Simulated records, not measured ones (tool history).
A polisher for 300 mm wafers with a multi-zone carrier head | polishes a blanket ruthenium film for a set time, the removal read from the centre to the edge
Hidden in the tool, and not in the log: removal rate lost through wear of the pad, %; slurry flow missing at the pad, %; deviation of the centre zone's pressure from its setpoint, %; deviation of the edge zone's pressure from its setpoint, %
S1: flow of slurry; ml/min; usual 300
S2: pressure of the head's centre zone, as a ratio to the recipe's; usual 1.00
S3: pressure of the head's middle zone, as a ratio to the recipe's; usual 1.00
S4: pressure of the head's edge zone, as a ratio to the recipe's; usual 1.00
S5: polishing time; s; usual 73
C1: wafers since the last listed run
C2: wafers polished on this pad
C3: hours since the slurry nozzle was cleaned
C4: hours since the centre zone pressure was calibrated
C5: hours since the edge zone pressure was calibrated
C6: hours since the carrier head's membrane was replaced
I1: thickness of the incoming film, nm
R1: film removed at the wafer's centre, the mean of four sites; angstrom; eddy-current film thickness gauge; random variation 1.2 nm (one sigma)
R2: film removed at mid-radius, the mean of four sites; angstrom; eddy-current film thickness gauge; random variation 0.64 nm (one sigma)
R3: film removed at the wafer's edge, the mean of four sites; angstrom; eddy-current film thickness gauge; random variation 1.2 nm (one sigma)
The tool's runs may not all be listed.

run	day	S1	S2	S3	S4	S5	C1	C2	C3	C4	C5	C6	I1	R1	R2	R3
1	0.000	300	1.00	1.00	1.00	73	0	154	367.8	924.6	1132.6	1921.3	350.9	864	886	895
2	0.654	300	1.00	1.00	1.00	73	126	281	383.5	940.3	1148.3	1937.0	351.9	858	899	869
3	1.096	300	1.03	1.00	1.00	73	85	367	394.1	950.9	1158.9	1947.6	355.5	881	882	861
# day 1.292: slurry nozzle cleaned
4	1.446	215	0.96	1.00	1.00	49	59	426	3.7	959.3	1167.3	1956.0	347.0	522	575	560
5	1.808	275	0.91	0.94	1.00	62	70	497	12.4	968.0	1176.0	1964.7	347.5	683	709	710
6	2.550	300	1.00	1.00	1.00	73	143	641	30.2	985.8	1193.8	1982.5	347.3	837	862	847
# day 3.162: worn pad replaced by a new one
7	3.183	300	1.00	1.00	1.00	73	90	4	45.4	1001.0	1209.0	1997.7	349.1	876	912	887
8	3.858	350	1.00	0.95	1.00	73	131	135	61.6	1017.2	1225.2	2013.9	345.6	879	888	920
# day 4.071: centre zone pressure recalibrated
9	4.242	250	1.00	1.00	1.00	50	58	193	70.8	4.1	1234.4	2023.1	350.2	580	603	594
# day 4.742: carrier head's membrane replaced by a new one
10	4.929	300	1.05	1.10	1.00	73	93	286	87.3	20.6	1250.9	4.5	351.0	891	940	864
11	5.212	375	1.00	1.00	1.00	73	54	341	94.1	27.4	1257.7	11.3	344.5	863	901	860
12	5.521	260	0.92	1.11	1.00	81	59	401	101.5	34.8	1265.1	18.7	347.3	878	1025	950
# day 6.296: edge zone pressure recalibrated
13	6.317	300	1.00	1.00	1.08	83	138	539	120.6	53.9	0.5	37.8	351.7	954	978	1002
14	6.812	300	1.00	1.00	0.95	73	96	636	132.5	65.8	12.4	49.7	346.8	812	853	806
15	7.333	300	1.00	1.00	1.00	73	101	737	145.0	78.3	24.9	62.2	355.7	792	832	808
# day 7.779: worn pad replaced by a new one
16	8.638	300	1.00	1.00	1.04	73	220	166	176.3	109.6	56.2	93.5	351.9	890	898	894
17	9.262	300	1.00	1.00	1.00	81	121	287	191.3	124.6	71.2	108.5	344.9	990	995	980
18	9.712	300	0.94	1.00	1.00	94	87	375	202.1	135.4	82.0	119.3	348.1	1082	1147	1140
19	10.304	300	1.00	1.00	1.00	73	114	489	216.3	149.6	96.2	133.5	355.1	877	889	858
20	10.758	300	1.00	1.06	0.90	51	88	578	227.2	160.5	107.1	144.4	355.0	573	627	565
# day 11.375: worn pad replaced by a new one
21	11.408	300	1.00	1.00	1.00	73	93	6	242.8	176.1	122.7	160.0	350.8	872	907	893
22	11.958	235	1.00	1.00	1.00	73	106	113	256.0	189.3	135.9	173.2	347.4	833	874	876
23	12.296	300	1.12	1.00	1.11	49	65	179	264.1	197.4	144.0	181.3	347.7	632	605	620

Forecast each of these 3 alternatives for the next run:
A	12.312	300	0.93	1.00	1.00	73	3	182	264.5	197.8	144.4	181.7	352.0	?	?	?
B	12.312	235	0.91	1.06	1.00	73	3	182	264.5	197.8	144.4	181.7	352.0	?	?	?
C	12.312	230	1.00	1.00	1.00	90	3	182	264.5	197.8	144.4	181.7	352.0	?	?	?

run	R1	R2	R3
A	837	896	884
B	800	904	866
C	1053	1072	1066
Without the tool's hidden state the same runs would have given:
run	R1	R2	R3
A	846	906	894
B	809	914	875
C	1065	1084	1077
